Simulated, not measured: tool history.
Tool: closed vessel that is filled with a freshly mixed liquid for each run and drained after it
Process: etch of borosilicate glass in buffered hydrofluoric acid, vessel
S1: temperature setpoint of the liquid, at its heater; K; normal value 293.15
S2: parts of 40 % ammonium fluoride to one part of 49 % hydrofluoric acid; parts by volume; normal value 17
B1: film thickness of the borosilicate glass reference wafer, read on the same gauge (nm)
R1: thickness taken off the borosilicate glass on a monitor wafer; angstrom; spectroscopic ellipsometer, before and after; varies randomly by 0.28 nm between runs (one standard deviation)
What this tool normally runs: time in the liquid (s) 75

run 1 hour=0 | S1=293.15 S2=17 time_in_the_liquid_(s)=75 | B1=100 | R1=428.4
run 2 hour=45.6 | S1=293.15 S2=17 time_in_the_liquid_(s)=75 | B1=100.02 | R1=425.3
run 3 hour=79 | S1=291.15 S2=17 time_in_the_liquid_(s)=75 | B1=99.99 | R1=377.9
run 4 hour=128.4 | S1=293.15 S2=17 time_in_the_liquid_(s)=75 | B1=99.99 | R1=423.4
run 5 hour=195 | S1=293.15 S2=17 time_in_the_liquid_(s)=90 | B1=99.98 | R1=504.7
run 6 hour=234.4 | S1=293.15 S2=17 time_in_the_liquid_(s)=90 | B1=100.05 | R1=498.9
run 7 hour=265.3 | S1=293.15 S2=17 time_in_the_liquid_(s)=90 | B1=99.97 | R1=502.9
run 8 hour=302.7 | S1=293.15 S2=17 time_in_the_liquid_(s)=75 | B1=100.01 | R1=418.2
run 9 hour=332 | S1=290.15 S2=20.5 time_in_the_liquid_(s)=75 | B1=99.98 | R1=299.9
-- hour=335 thermometer replaced
run 10 hour=375.9 | S1=290.15 S2=20.5 time_in_the_liquid_(s)=75 | B1=99.98 | R1=299.7
-- hour=415.7 hydrofluoric acid flow meter replaced
run 11 hour=423.4 | S1=293.15 S2=17 time_in_the_liquid_(s)=75 | B1=100.05 | R1=397.8
run 12 hour=494.1 | S1=290.15 S2=21.5 time_in_the_liquid_(s)=40 | B1=100.01 | R1=151.4
run 13 hour=544.5 | S1=291.15 S2=20 time_in_the_liquid_(s)=90 | B1=100.01 | R1=374.5
-- hour=565.2 gauge calibrated
-- hour=565.5 hydrofluoric acid flow meter replaced, repeated, since the last time left the tool worse
run 14 hour=615.4 | S1=293.15 S2=17 time_in_the_liquid_(s)=75 | B1=99.98 | R1=443.1
run 15 hour=644.2 | S1=297.65 S2=14.5 time_in_the_liquid_(s)=75 | B1=99.96 | R1=661.7
run 16 hour=686.8 | S1=296.65 S2=17 time_in_the_liquid_(s)=90 | B1=100.01 | R1=641.5
run 17 hour=729.5 | S1=293.15 S2=15 time_in_the_liquid_(s)=75 | B1=99.97 | R1=491.3
run 18 hour=782.3 | S1=290.15 S2=17 time_in_the_liquid_(s)=115 | B1=100.03 | R1=563.6
run 19 hour=807.4 | S1=293.15 S2=17 time_in_the_liquid_(s)=60 | B1=100.01 | R1=345.6
run 20 hour=838.1 | S1=293.15 S2=17 time_in_the_liquid_(s)=75 | B1=99.98 | R1=440.5
run 21 hour=890.6 | S1=295.65 S2=17 time_in_the_liquid_(s)=45 | B1=99.98 | R1=296.9
run 22 hour=925.7 | S1=297.15 S2=17 time_in_the_liquid_(s)=110 | B1=100.03 | R1=790.1
run 23 hour=982.9 | S1=293.15 S2=17 time_in_the_liquid_(s)=75 | B1=100.02 | R1=432

Predict each of these 4 candidate next runs independently; none follows another, all start after run 23:
run A hour=983.6 | S1=293.15 S2=21 time_in_the_liquid_(s)=75 | B1=? | R1=?
run B hour=983.6 | S1=290.15 S2=17 time_in_the_liquid_(s)=105 | B1=? | R1=?
run C hour=983.6 | S1=298.15 S2=17 time_in_the_liquid_(s)=75 | B1=? | R1=?
run D hour=983.6 | S1=293.15 S2=19 time_in_the_liquid_(s)=75 | B1=? | R1=?

run=A B1=100.02 R1=357.7
run=B B1=100.02 R1=509.3
run=C B1=100.02 R1=563.6
run=D B1=100.02 R1=384.7
Stripped of hidden state, with their random variation kept, the same runs would have yielded:
run=A R1=367.9
run=B R1=530.2
run=C R1=586.7
run=D R1=400.6
